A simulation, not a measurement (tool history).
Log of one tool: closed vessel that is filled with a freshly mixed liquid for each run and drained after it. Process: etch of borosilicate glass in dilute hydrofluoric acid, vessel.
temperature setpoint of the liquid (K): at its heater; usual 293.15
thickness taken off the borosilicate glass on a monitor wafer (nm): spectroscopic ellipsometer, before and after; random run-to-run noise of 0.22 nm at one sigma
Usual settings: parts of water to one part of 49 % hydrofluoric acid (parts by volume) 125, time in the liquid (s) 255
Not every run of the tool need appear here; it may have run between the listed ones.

run    hour  temperature setpoint of the liquid (K)  parts of water to one part of 49 % hydrofluoric acid (parts by volume)  time in the liquid (s)  read-back film thickness of the borosilicate glass reference wafer, read on the same gauge (nm)  thickness taken off the borosilicate glass on a monitor wafer (nm)
  1     0.0                                  293.15                                                                     125                     360                                                                                            59.99                                                               41.35
  2    44.2                                  293.15                                                                     150                     255                                                                                            59.99                                                               23.68
  3    80.4                                  293.15                                                                     150                     255                                                                                            60.01                                                               23.15
  4   123.2                                  293.15                                                                     125                     255                                                                                            60.04                                                               28.63
  5   161.0                                  293.15                                                                     125                     140                                                                                            60.02                                                               15.85
  6   207.7                                  293.15                                                                     145                     255                                                                                            59.99                                                               24.06
  7   275.8                                  293.15                                                                     145                     255                                                                                            60.02                                                               24.41
  8   321.1                                  293.15                                                                     145                     255                                                                                            60.02                                                               24.07
  9   383.6                                  293.15                                                                     100                     255                                                                                            59.99                                                               36.29
 10   439.7                                  293.15                                                                     100                     255                                                                                            59.97                                                               36.72
      487.6  -- gauge calibrated
 11   508.4                                  293.15                                                                     150                     195                                                                                            60.03                                                               17.51
 12   532.8                                  293.15                                                                      85                     255                                                                                            59.99                                                               44.15
 13   571.7                                  296.65                                                                      75                     255                                                                                            60.01                                                               57.89
      590.6  -- thermometer replaced
 14   600.7                                  293.15                                                                     125                     255                                                                                            59.99                                                               28.23
 15   648.4                                  293.15                                                                     125                     255                                                                                            59.95                                                               28.54
 16   684.7                                  293.15                                                                     125                     255                                                                                            60.05                                                               28.08
 17   737.6                                  290.15                                                                     125                     255                                                                                            60.01                                                               24.87
 18   800.8                                  290.15                                                                     105                     335                                                                                            60.00                                                               39.73
 19   836.0                                  290.65                                                                     175                     125                                                                                            60.02                                                                8.44
 20   881.4                                  291.15                                                                     125                     255                                                                                            59.98                                                               25.88
 21   924.5                                  293.15                                                                     125                     255                                                                                            60.00                                                               27.94
 22  1039.1                                  290.15                                                                      75                     150                                                                                            60.01                                                               25.42
 23  1102.7                                  296.15                                                                     150                     195                                                                                            59.98                                                               19.38
 24  1141.6                                  290.15                                                                     125                     390                                                                                            60.02                                                               37.49
     1144.6  -- hydrofluoric acid flow meter replaced
 25  1168.1                                  291.15                                                                     100                     255                                                                                            59.99                                                               35.55
 26  1224.4                                  293.15                                                                      80                     255                                                                                            60.03                                                               49.43
 27  1273.3                                  297.15                                                                     160                     365                                                                                            59.99                                                               37.87
 28  1308.6                                  297.15                                                                     125                     130                                                                                            59.99                                                               18.18
 29  1369.5                                  297.15                                                                     160                     365                                                                                            60.02                                                               37.29
 30  1398.1                                  293.15                                                                     125                     255                                                                                            60.00                                                               30.15
 31  1452.2                                  293.15                                                                     125                     315                                                                                            60.00                                                               36.68
 32  1514.1                                  293.15                                                                     125                     255                                                                                            60.03                                                               29.93
 33  1569.0                                  295.65                                                                      90                     255                                                                                            60.00                                                               46.93

Some steps in thickness taken off the borosilicate glass on a monitor wafer (nm), run to run, broken into two amounts with sign: the step expected even without the hidden condition (settings, incoming material, random variation), and the rest, left for the hidden condition together with whatever gauge scatter is not in both the measured and the hidden-condition-free result:
The hidden state here: liquid hotter than its thermometer reads (K); hydrofluoric acid flow below the setpoint (%); gauge reads high (%).
Run 11 -> 12: parts of water to one part of 49 % hydrofluoric acid (parts by volume) 150 -> 85, time in the liquid (s) 195 -> 255. thickness taken off the borosilicate glass on a monitor wafer (nm) +26.64: hidden state -1.67, all else +28.31.
Run 13 -> 14: temperature setpoint of the liquid (K) 296.65 -> 293.15, parts of water to one part of 49 % hydrofluoric acid (parts by volume) 75 -> 125, thermometer replaced. thickness taken off the borosilicate glass on a monitor wafer (nm) -29.66: hidden state +1.85, all else -31.51.
Run 18 -> 19: temperature setpoint of the liquid (K) 290.15 -> 290.65, parts of water to one part of 49 % hydrofluoric acid (parts by volume) 105 -> 175, time in the liquid (s) 335 -> 125. thickness taken off the borosilicate glass on a monitor wafer (nm) -31.29: hidden state +2.34, all else -33.63.
Run 24 -> 25: temperature setpoint of the liquid (K) 290.15 -> 291.15, parts of water to one part of 49 % hydrofluoric acid (parts by volume) 125 -> 100, time in the liquid (s) 390 -> 255, hydrofluoric acid flow meter replaced. thickness taken off the borosilicate glass on a monitor wafer (nm) -1.94: hidden state +3.19, all else -5.13.

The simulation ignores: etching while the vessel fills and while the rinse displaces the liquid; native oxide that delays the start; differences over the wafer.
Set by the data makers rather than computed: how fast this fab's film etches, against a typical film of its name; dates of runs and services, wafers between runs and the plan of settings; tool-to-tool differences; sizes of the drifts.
